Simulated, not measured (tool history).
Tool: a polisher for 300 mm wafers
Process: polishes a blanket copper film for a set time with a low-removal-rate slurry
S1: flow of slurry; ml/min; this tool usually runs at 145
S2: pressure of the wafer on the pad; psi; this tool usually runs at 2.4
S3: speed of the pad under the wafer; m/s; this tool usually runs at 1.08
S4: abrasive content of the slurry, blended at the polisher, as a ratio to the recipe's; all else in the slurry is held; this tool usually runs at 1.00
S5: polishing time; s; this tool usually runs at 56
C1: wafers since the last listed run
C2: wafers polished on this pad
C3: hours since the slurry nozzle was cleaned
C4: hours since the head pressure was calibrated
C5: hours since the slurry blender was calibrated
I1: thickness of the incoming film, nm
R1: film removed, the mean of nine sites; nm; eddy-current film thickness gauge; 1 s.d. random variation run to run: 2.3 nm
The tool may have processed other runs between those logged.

run 1 hour=0.0 | S1=120 S2=2.4 S3=1.08 S4=1.00 S5=56 | C1=0 C2=474 C3=429.0 C4=113.2 C5=243.3 | I1=1434.9 | R1=139.8
-- hour=11.9 worn pad replaced by a new one
run 2 hour=17.2 | S1=120 S2=2.4 S3=1.08 S4=1.00 S5=56 | C1=170 C2=68 C3=446.2 C4=130.4 C5=260.5 | I1=1416.1 | R1=147.1
run 3 hour=28.2 | S1=120 S2=2.4 S3=1.08 S4=1.00 S5=56 | C1=142 C2=210 C3=457.2 C4=141.4 C5=271.5 | I1=1396.2 | R1=149.3
run 4 hour=38.2 | S1=145 S2=2.4 S3=1.26 S4=1.00 S5=49 | C1=129 C2=339 C3=467.2 C4=151.4 C5=281.5 | I1=1393.8 | R1=151.1
run 5 hour=44.7 | S1=145 S2=2.4 S3=1.08 S4=1.00 S5=56 | C1=84 C2=424 C3=473.7 C4=157.9 C5=288.0 | I1=1384.8 | R1=146.5
run 6 hour=55.6 | S1=145 S2=2.4 S3=1.08 S4=1.00 S5=56 | C1=141 C2=565 C3=484.6 C4=168.8 C5=298.9 | I1=1384.0 | R1=145.4
-- hour=66.7 worn pad replaced by a new one
run 7 hour=71.7 | S1=145 S2=2.4 S3=1.08 S4=1.00 S5=56 | C1=156 C2=64 C3=500.7 C4=184.9 C5=315.0 | I1=1429.6 | R1=151.4
run 8 hour=83.2 | S1=145 S2=2.4 S3=1.08 S4=1.00 S5=56 | C1=148 C2=213 C3=512.2 C4=196.4 C5=326.5 | I1=1401.0 | R1=147.9
run 9 hour=90.2 | S1=145 S2=2.4 S3=1.08 S4=1.00 S5=56 | C1=90 C2=303 C3=519.2 C4=203.4 C5=333.5 | I1=1400.4 | R1=146.6
run 10 hour=100.4 | S1=145 S2=2.4 S3=1.08 S4=1.00 S5=56 | C1=131 C2=435 C3=529.4 C4=213.6 C5=343.7 | I1=1439.7 | R1=143.5
-- hour=116.2 worn pad replaced by a new one
run 11 hour=117.1 | S1=145 S2=2.4 S3=1.08 S4=1.00 S5=56 | C1=164 C2=11 C3=546.1 C4=230.3 C5=360.4 | I1=1407.1 | R1=150.5
-- hour=122.0 slurry nozzle cleaned
run 12 hour=134.3 | S1=145 S2=2.4 S3=1.44 S4=1.00 S5=73 | C1=209 C2=221 C3=12.3 C4=247.5 C5=377.6 | I1=1415.8 | R1=256.7
run 13 hour=140.4 | S1=180 S2=2.4 S3=1.08 S4=1.00 S5=56 | C1=78 C2=300 C3=18.4 C4=253.6 C5=383.7 | I1=1387.0 | R1=152.1
run 14 hour=152.5 | S1=145 S2=2.4 S3=1.08 S4=1.00 S5=56 | C1=156 C2=456 C3=30.5 C4=265.7 C5=395.8 | I1=1434.0 | R1=136.8
-- hour=161.3 worn pad replaced by a new one
run 15 hour=161.8 | S1=145 S2=2.4 S3=1.08 S4=1.00 S5=66 | C1=68 C2=6 C3=39.8 C4=275.0 C5=405.1 | I1=1408.7 | R1=174.3
run 16 hour=166.6 | S1=185 S2=2.4 S3=1.08 S4=1.00 S5=50 | C1=62 C2=68 C3=44.6 C4=279.8 C5=409.9 | I1=1415.2 | R1=137.9
run 17 hour=184.0 | S1=165 S2=2.4 S3=1.08 S4=0.85 S5=56 | C1=225 C2=293 C3=62.0 C4=297.2 C5=427.3 | I1=1395.0 | R1=142.6
run 18 hour=192.4 | S1=145 S2=2.4 S3=0.96 S4=1.00 S5=56 | C1=108 C2=402 C3=70.4 C4=305.6 C5=435.7 | I1=1422.3 | R1=125.1
-- hour=200.6 slurry blender recalibrated
-- hour=206.3 worn pad replaced by a new one
-- hour=208.3 head pressure recalibrated
run 19 hour=208.8 | S1=110 S2=2.4 S3=1.08 S4=1.00 S5=56 | C1=109 C2=6 C3=86.8 C4=0.5 C5=8.2 | I1=1405.8 | R1=151.4
run 20 hour=244.5 | S1=145 S2=2.4 S3=0.94 S4=1.20 S5=56 | C1=461 C2=468 C3=122.5 C4=36.2 C5=43.9 | I1=1424.6 | R1=133.5
run 21 hour=250.6 | S1=145 S2=2.2 S3=1.08 S4=0.75 S5=56 | C1=78 C2=547 C3=128.6 C4=42.3 C5=50.0 | I1=1432.5 | R1=137.8

Forecast run 22:
-- hour=257.1 worn pad replaced by a new one
run 22 hour=262.6 | S1=145 S2=2.4 S3=1.08 S4=1.00 S5=56 | C1=103 C2=71 C3=140.6 C4=54.3 C5=62.0 | I1=1407.4 | R1=?

Logged for run 22: R1 156.1 nm.
Had the tool carried no hidden state, the very same run would have given R1 160.4 nm.

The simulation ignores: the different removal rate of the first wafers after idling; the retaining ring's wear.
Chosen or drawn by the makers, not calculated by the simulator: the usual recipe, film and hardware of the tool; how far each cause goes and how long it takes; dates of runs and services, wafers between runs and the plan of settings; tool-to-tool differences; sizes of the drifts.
